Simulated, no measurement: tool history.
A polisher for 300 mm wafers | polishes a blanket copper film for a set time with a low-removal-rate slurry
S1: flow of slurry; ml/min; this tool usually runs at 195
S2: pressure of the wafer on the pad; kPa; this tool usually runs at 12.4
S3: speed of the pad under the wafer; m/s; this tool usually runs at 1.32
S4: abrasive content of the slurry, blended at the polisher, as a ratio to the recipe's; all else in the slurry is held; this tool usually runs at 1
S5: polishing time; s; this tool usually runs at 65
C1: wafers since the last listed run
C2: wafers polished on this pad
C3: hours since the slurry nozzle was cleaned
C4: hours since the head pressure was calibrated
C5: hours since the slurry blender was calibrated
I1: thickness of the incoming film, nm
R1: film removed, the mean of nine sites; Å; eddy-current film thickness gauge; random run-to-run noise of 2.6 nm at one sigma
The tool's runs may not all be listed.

| run | hour | S1 | S2 | S3 | S4 | S5 | C1 | C2 | C3 | C4 | C5 | I1 | R1 |
|---|---|---|---|---|---|---|---|---|---|---|---|---|---|
| 1 | 0 | 195 | 12.4 | 1.32 | 1.1 | 65 | 0 | 1650 | 438.5 | 323.5 | 59.2 | 1079.6 | 1818 |
|  | 38.5 | worn pad replaced by a new one |
|  | 45.1 | slurry nozzle cleaned |
| 2 | 58.9 | 195 | 12.4 | 1.32 | 1.1 | 65 | 441 | 159 | 13.8 | 382.4 | 118.1 | 1119.1 | 1820 |
| 3 | 121.3 | 195 | 12.4 | 1.32 | 1 | 65 | 511 | 670 | 76.2 | 444.8 | 180.5 | 1096.1 | 1796 |
| 4 | 189.9 | 195 | 12.4 | 1.32 | 1 | 65 | 562 | 1232 | 144.8 | 513.4 | 249.1 | 1101.7 | 1772 |
| 5 | 241.3 | 195 | 12.4 | 1.32 | 0.85 | 65 | 421 | 1654 | 196.2 | 564.8 | 300.5 | 1095.3 | 1699 |
|  | 256.8 | slurry blender recalibrated |
| 6 | 294.6 | 195 | 12.4 | 1.32 | 1 | 60 | 420 | 2074 | 249.5 | 618.1 | 37.8 | 1087.7 | 1643 |
|  | 320.8 | worn pad replaced by a new one |
| 7 | 485.5 | 195 | 12.4 | 1.32 | 1 | 60 | 1531 | 1350 | 440.4 | 809 | 228.7 | 1102.3 | 1605 |
| 8 | 518.6 | 195 | 12.4 | 1.06 | 1 | 79 | 271 | 1621 | 473.5 | 842.1 | 261.8 | 1106.3 | 1696 |
|  | 554.1 | slurry nozzle cleaned |
|  | 581.4 | slurry blender recalibrated |
|  | 589.7 | worn pad replaced by a new one |
| 9 | 590.2 | 195 | 12.4 | 1.06 | 1 | 79 | 529 | 3 | 36.1 | 913.7 | 8.8 | 1093.6 | 1796 |
|  | 596.9 | head pressure recalibrated |
| 10 | 645.4 | 195 | 12.4 | 1.32 | 1 | 79 | 436 | 439 | 91.3 | 48.5 | 64 | 1109.9 | 2212 |

Run 11, settings as shown, results not yet in. Your forecast:
| 11 | 686.6 | 195 | 9 | 1.32 | 1 | 65 | 337 | 777 | 132.5 | 89.7 | 105.2 | 1110.2 | ? |

{"run 11": {"R1": 1479}}
On a tool with no hidden condition, and with the same random variation, this run would have come out at R1 1483 Å.

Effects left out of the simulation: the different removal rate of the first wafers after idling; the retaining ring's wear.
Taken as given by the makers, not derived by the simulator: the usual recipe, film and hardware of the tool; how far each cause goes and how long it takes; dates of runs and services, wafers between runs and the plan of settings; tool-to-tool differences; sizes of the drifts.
